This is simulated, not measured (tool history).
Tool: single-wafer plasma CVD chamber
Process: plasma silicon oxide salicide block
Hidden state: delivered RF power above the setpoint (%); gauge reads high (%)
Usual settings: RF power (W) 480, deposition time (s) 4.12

run	hour	RF power (W)	deposition time (s)	wafers since the last listed run	hours since the last RF generator calibration	hours since the showerhead was replaced	hours since the gauge calibration	read-back reference wafer on the same gauge, thickness_nm	mean film thickness on the monitor wafer (Å)
1	0.0	480	4.12	0	109.5	4529.4	769.2	34.440	393.51
2	73.0	480	4.12	1601	182.5	4602.4	842.2	34.535	393.60
3	125.6	480	4.37	1154	235.1	4655.0	894.8	34.542	412.57
4	186.3	480	4.37	1331	295.8	4715.7	955.5	34.485	419.37
5	225.0	480	4.12	849	334.5	4754.4	994.2	34.530	386.64
6	371.0	480	4.12	3203	480.5	4900.4	1140.2	34.501	393.33
7	661.4	455	3.54	6371	770.9	5190.8	1430.6	34.518	325.16
8	721.9	455	3.54	1327	831.4	5251.3	1491.1	34.508	327.87
9	820.7	480	4.12	2167	930.2	5350.1	1589.9	34.517	384.95
# hour 843.9: RF generator calibrated
10	885.4	480	4.12	1244	41.5	5414.8	1654.6	34.498	394.44
11	949.1	400	3.44	1397	105.2	5478.5	1718.3	34.513	304.96
# hour 980.7: showerhead replaced
12	1015.1	420	3.56	1272	171.2	34.4	1784.3	34.557	322.93
# hour 1062.4: gauge calibrated
13	1116.8	480	4.37	2231	272.9	136.1	54.4	34.487	412.35
14	1209.8	435	4.56	2040	365.9	229.1	147.4	34.483	410.08

The next listed run, before its measurement:
15	1308.2	410	3.63	2158	464.3	327.5	245.8	?	?

read-back reference wafer on the same gauge, thickness_nm: 34.496
mean film thickness on the monitor wafer (Å): 317.43
Without the tool's hidden state the same run would have given mean film thickness on the monitor wafer (Å) 325.30.
